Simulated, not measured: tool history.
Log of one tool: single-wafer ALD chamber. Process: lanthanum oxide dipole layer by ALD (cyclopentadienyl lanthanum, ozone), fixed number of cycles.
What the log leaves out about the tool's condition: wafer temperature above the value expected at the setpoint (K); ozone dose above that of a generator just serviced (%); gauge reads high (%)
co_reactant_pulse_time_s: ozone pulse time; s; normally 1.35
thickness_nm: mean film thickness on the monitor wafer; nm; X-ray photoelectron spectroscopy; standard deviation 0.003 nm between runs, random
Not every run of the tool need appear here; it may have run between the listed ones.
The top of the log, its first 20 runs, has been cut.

| run | hour | co_reactant_pulse_time_s | wafers since the last listed run | hours since the last thermocouple change | hours since the last ozone generator service | hours since the showerhead was replaced | hours since the gauge calibration | read-back reference wafer on the same gauge, thickness_nm | thickness_nm |
|---|---|---|---|---|---|---|---|---|---|
| 21 | 1288.2 | 1.35 | 701 | 439.4 | 843.4 | 1088.7 | 433 | 0.582 | 0.51 |
| 22 | 1384.7 | 1.17 | 1840 | 535.9 | 939.9 | 1185.2 | 529.5 | 0.583 | 0.489 |
| 23 | 1484.1 | 0.91 | 1895 | 635.3 | 1039.3 | 1284.6 | 628.9 | 0.583 | 0.448 |
|  | 1518.3 | ozone generator serviced |
| 24 | 1557.2 | 1.04 | 1241 | 708.4 | 38.9 | 1357.7 | 702 | 0.584 | 0.519 |
| 25 | 1609.8 | 1.08 | 1003 | 761 | 91.5 | 1410.3 | 754.6 | 0.582 | 0.514 |
| 26 | 1684.6 | 1.69 | 1426 | 835.8 | 166.3 | 1485.1 | 829.4 | 0.581 | 0.551 |
| 27 | 1749.9 | 0.92 | 1245 | 901.1 | 231.6 | 1550.4 | 894.7 | 0.581 | 0.49 |
| 28 | 1836.7 | 1.6 | 1655 | 987.9 | 318.4 | 1637.2 | 981.5 | 0.582 | 0.549 |
| 29 | 1882 | 1.13 | 863 | 1033.2 | 363.7 | 1682.5 | 1026.8 | 0.583 | 0.514 |
| 30 | 1956.5 | 1.57 | 1420 | 1107.7 | 438.2 | 1757 | 1101.3 | 0.582 | 0.543 |
| 31 | 2050.8 | 1.01 | 1798 | 1202 | 532.5 | 1851.3 | 1195.6 | 0.583 | 0.49 |
| 32 | 2117.4 | 1.73 | 1270 | 1268.6 | 599.1 | 1917.9 | 1262.2 | 0.584 | 0.543 |
| 33 | 2202.9 | 1.66 | 1630 | 1354.1 | 684.6 | 2003.4 | 1347.7 | 0.583 | 0.537 |

Forecast each of these 5 alternatives for the next run:
| A | 2203.3 | 1.71 | 7 | 1354.5 | 685 | 2003.8 | 1348.1 | ? | ? |
| B | 2203.3 | 1.21 | 7 | 1354.5 | 685 | 2003.8 | 1348.1 | ? | ? |
| C | 2203.3 | 1.7 | 7 | 1354.5 | 685 | 2003.8 | 1348.1 | ? | ? |
| D | 2203.3 | 1.89 | 7 | 1354.5 | 685 | 2003.8 | 1348.1 | ? | ? |
| E | 2203.3 | 1.1 | 7 | 1354.5 | 685 | 2003.8 | 1348.1 | ? | ? |

| run | read-back reference wafer on the same gauge, thickness_nm | thickness_nm |
|---|---|---|
| A | 0.582 | 0.544 |
| B | 0.582 | 0.508 |
| C | 0.582 | 0.544 |
| D | 0.582 | 0.552 |
| E | 0.582 | 0.496 |
Stripped of hidden state, with their random variation kept, the same runs would have yielded:
| run | thickness_nm |
|---|---|
| A | 0.561 |
| B | 0.534 |
| C | 0.561 |
| D | 0.567 |
| E | 0.524 |
